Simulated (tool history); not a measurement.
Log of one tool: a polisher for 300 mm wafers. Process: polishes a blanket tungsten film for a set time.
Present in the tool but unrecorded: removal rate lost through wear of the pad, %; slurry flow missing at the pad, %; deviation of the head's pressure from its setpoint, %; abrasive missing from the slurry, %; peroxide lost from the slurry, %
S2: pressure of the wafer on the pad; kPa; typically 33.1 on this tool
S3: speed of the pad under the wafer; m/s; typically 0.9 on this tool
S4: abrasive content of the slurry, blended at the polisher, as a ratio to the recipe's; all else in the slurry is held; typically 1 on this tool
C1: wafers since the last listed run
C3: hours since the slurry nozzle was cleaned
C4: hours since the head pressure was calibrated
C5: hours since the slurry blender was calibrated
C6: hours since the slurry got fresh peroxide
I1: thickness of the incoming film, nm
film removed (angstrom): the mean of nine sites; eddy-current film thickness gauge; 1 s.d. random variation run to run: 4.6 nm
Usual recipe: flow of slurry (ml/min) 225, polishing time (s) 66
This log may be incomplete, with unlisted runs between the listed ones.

run 1 hour=0 | flow_of_slurry_(ml/min)=225 S2=30.3 S3=1.12 S4=1 polishing_time_(s)=66 | C1=0 wafers_polished_on_this_pad=1314 C3=794.4 C4=16 C5=53.6 C6=128.3 | I1=1027 | film_removed_(angstrom)=4299
-- hour=17.9 slurry nozzle cleaned
run 2 hour=19.1 | flow_of_slurry_(ml/min)=225 S2=30.3 S3=1.12 S4=1 polishing_time_(s)=66 | C1=250 wafers_polished_on_this_pad=1564 C3=1.2 C4=35.1 C5=72.7 C6=147.4 | I1=1015.8 | film_removed_(angstrom)=4273
run 3 hour=108.8 | flow_of_slurry_(ml/min)=190 S2=27.6 S3=0.9 S4=1 polishing_time_(s)=88 | C1=1240 wafers_polished_on_this_pad=2805 C3=90.9 C4=124.8 C5=162.4 C6=237.1 | I1=1016.5 | film_removed_(angstrom)=4152
-- hour=113.5 worn pad replaced by a new one
-- hour=115.1 slurry tank refilled with fresh slurry and peroxide
run 4 hour=135.3 | flow_of_slurry_(ml/min)=225 S2=33.1 S3=0.9 S4=1 polishing_time_(s)=66 | C1=297 wafers_polished_on_this_pad=287 C3=117.4 C4=151.3 C5=188.9 C6=20.2 | I1=1006 | film_removed_(angstrom)=3840
run 5 hour=196.1 | flow_of_slurry_(ml/min)=155 S2=33.1 S3=1.02 S4=1.15 polishing_time_(s)=86 | C1=840 wafers_polished_on_this_pad=1128 C3=178.2 C4=212.1 C5=249.7 C6=81 | I1=1011.6 | film_removed_(angstrom)=5584
-- hour=215.7 slurry blender recalibrated
run 6 hour=216.2 | flow_of_slurry_(ml/min)=225 S2=26.9 S3=0.9 S4=1 polishing_time_(s)=77 | C1=250 wafers_polished_on_this_pad=1378 C3=198.3 C4=232.2 C5=0.5 C6=101.1 | I1=1010.8 | film_removed_(angstrom)=3639
run 7 hour=243.2 | flow_of_slurry_(ml/min)=225 S2=33.1 S3=0.9 S4=1 polishing_time_(s)=66 | C1=373 wafers_polished_on_this_pad=1752 C3=225.3 C4=259.2 C5=27.5 C6=128.1 | I1=1035.7 | film_removed_(angstrom)=3750
run 8 hour=260.7 | flow_of_slurry_(ml/min)=225 S2=33.1 S3=0.7 S4=0.9 polishing_time_(s)=66 | C1=242 wafers_polished_on_this_pad=1994 C3=242.8 C4=276.7 C5=45 C6=145.6 | I1=1040.9 | film_removed_(angstrom)=2802
run 9 hour=295.3 | flow_of_slurry_(ml/min)=225 S2=33.1 S3=0.9 S4=1 polishing_time_(s)=66 | C1=478 wafers_polished_on_this_pad=2472 C3=277.4 C4=311.3 C5=79.6 C6=180.2 | I1=1024.3 | film_removed_(angstrom)=3759
run 10 hour=315.3 | flow_of_slurry_(ml/min)=225 S2=30.3 S3=1.12 S4=1 polishing_time_(s)=66 | C1=276 wafers_polished_on_this_pad=2749 C3=297.4 C4=331.3 C5=99.6 C6=200.2 | I1=1017.7 | film_removed_(angstrom)=4281
-- hour=339.7 worn pad replaced by a new one
run 11 hour=349.5 | flow_of_slurry_(ml/min)=225 S2=33.1 S3=0.68 S4=1.1 polishing_time_(s)=66 | C1=417 wafers_polished_on_this_pad=135 C3=331.6 C4=365.5 C5=133.8 C6=234.4 | I1=1018.1 | film_removed_(angstrom)=2916
-- hour=364 slurry tank refilled with fresh slurry and peroxide
run 12 hour=373.9 | flow_of_slurry_(ml/min)=225 S2=33.1 S3=1.2 S4=1 polishing_time_(s)=66 | C1=323 wafers_polished_on_this_pad=458 C3=356 C4=389.9 C5=158.2 C6=9.9 | I1=1001.4 | film_removed_(angstrom)=4876
run 13 hour=392.9 | flow_of_slurry_(ml/min)=225 S2=33.1 S3=0.9 S4=1 polishing_time_(s)=66 | C1=262 wafers_polished_on_this_pad=721 C3=375 C4=408.9 C5=177.2 C6=28.9 | I1=1019 | film_removed_(angstrom)=3792
run 14 hour=422 | flow_of_slurry_(ml/min)=225 S2=33.1 S3=0.9 S4=1.2 polishing_time_(s)=86 | C1=402 wafers_polished_on_this_pad=1124 C3=404.1 C4=438 C5=206.3 C6=58 | I1=1025.9 | film_removed_(angstrom)=5179
run 15 hour=438.9 | flow_of_slurry_(ml/min)=225 S2=29.6 S3=1.14 S4=0.85 polishing_time_(s)=48 | C1=233 wafers_polished_on_this_pad=1357 C3=421 C4=454.9 C5=223.2 C6=74.9 | I1=1011 | film_removed_(angstrom)=2942
run 16 hour=466.8 | flow_of_slurry_(ml/min)=225 S2=33.1 S3=0.9 S4=1 polishing_time_(s)=66 | C1=385 wafers_polished_on_this_pad=1743 C3=448.9 C4=482.8 C5=251.1 C6=102.8 | I1=999 | film_removed_(angstrom)=3695
-- hour=482.7 slurry blender recalibrated
run 17 hour=490.3 | flow_of_slurry_(ml/min)=225 S2=33.1 S3=0.9 S4=1 polishing_time_(s)=66 | C1=297 wafers_polished_on_this_pad=2040 C3=472.4 C4=506.3 C5=7.6 C6=126.3 | I1=1012.3 | film_removed_(angstrom)=3751
run 18 hour=504.8 | flow_of_slurry_(ml/min)=265 S2=24.1 S3=0.8 S4=1 polishing_time_(s)=48 | C1=200 wafers_polished_on_this_pad=2241 C3=486.9 C4=520.8 C5=22.1 C6=140.8 | I1=1018.6 | film_removed_(angstrom)=1854
run 19 hour=526.8 | flow_of_slurry_(ml/min)=160 S2=33.1 S3=0.9 S4=1.15 polishing_time_(s)=66 | C1=304 wafers_polished_on_this_pad=2545 C3=508.9 C4=542.8 C5=44.1 C6=162.8 | I1=1034.2 | film_removed_(angstrom)=3872
run 20 hour=547.3 | flow_of_slurry_(ml/min)=225 S2=33.1 S3=0.72 S4=1 polishing_time_(s)=66 | C1=283 wafers_polished_on_this_pad=2829 C3=529.4 C4=563.3 C5=64.6 C6=183.3 | I1=1041.5 | film_removed_(angstrom)=2987
run 21 hour=578.9 | flow_of_slurry_(ml/min)=225 S2=33.1 S3=0.9 S4=1 polishing_time_(s)=66 | C1=437 wafers_polished_on_this_pad=3266 C3=561 C4=594.9 C5=96.2 C6=214.9 | I1=1027.2 | film_removed_(angstrom)=3752
-- hour=611.3 worn pad replaced by a new one
run 22 hour=613.8 | flow_of_slurry_(ml/min)=225 S2=27.6 S3=1.16 S4=1 polishing_time_(s)=66 | C1=427 wafers_polished_on_this_pad=34 C3=595.9 C4=629.8 C5=131.1 C6=249.8 | I1=1013.7 | film_removed_(angstrom)=4136
-- hour=627.6 slurry tank refilled with fresh slurry and peroxide
run 23 hour=636.7 | flow_of_slurry_(ml/min)=225 S2=33.1 S3=1 S4=1 polishing_time_(s)=50 | C1=302 wafers_polished_on_this_pad=337 C3=618.8 C4=652.7 C5=154 C6=9.1 | I1=1042.6 | film_removed_(angstrom)=3059
run 24 hour=665.6 | flow_of_slurry_(ml/min)=195 S2=33.1 S3=0.9 S4=1 polishing_time_(s)=66 | C1=399 wafers_polished_on_this_pad=737 C3=647.7 C4=681.6 C5=182.9 C6=38 | I1=1019.5 | film_removed_(angstrom)=3691
run 25 hour=698.1 | flow_of_slurry_(ml/min)=225 S2=33.1 S3=0.9 S4=1 polishing_time_(s)=66 | C1=449 wafers_polished_on_this_pad=1187 C3=680.2 C4=714.1 C5=215.4 C6=70.5 | I1=1007.9 | film_removed_(angstrom)=3697
run 26 hour=722.8 | flow_of_slurry_(ml/min)=180 S2=27.6 S3=0.9 S4=0.85 polishing_time_(s)=66 | C1=341 wafers_polished_on_this_pad=1528 C3=704.9 C4=738.8 C5=240.1 C6=95.2 | I1=1032.6 | film_removed_(angstrom)=2922

Give the tool's hidden conditions for every run:
removal rate lost through wear of the pad, %: 0, the same for each run
slurry flow missing at the pad, %: 0, the same for each run
deviation of the head's pressure from its setpoint, %: 0, the same for each run
abrasive missing from the slurry, %: 0, the same for each run
peroxide lost from the slurry, %: 0, the same for each run

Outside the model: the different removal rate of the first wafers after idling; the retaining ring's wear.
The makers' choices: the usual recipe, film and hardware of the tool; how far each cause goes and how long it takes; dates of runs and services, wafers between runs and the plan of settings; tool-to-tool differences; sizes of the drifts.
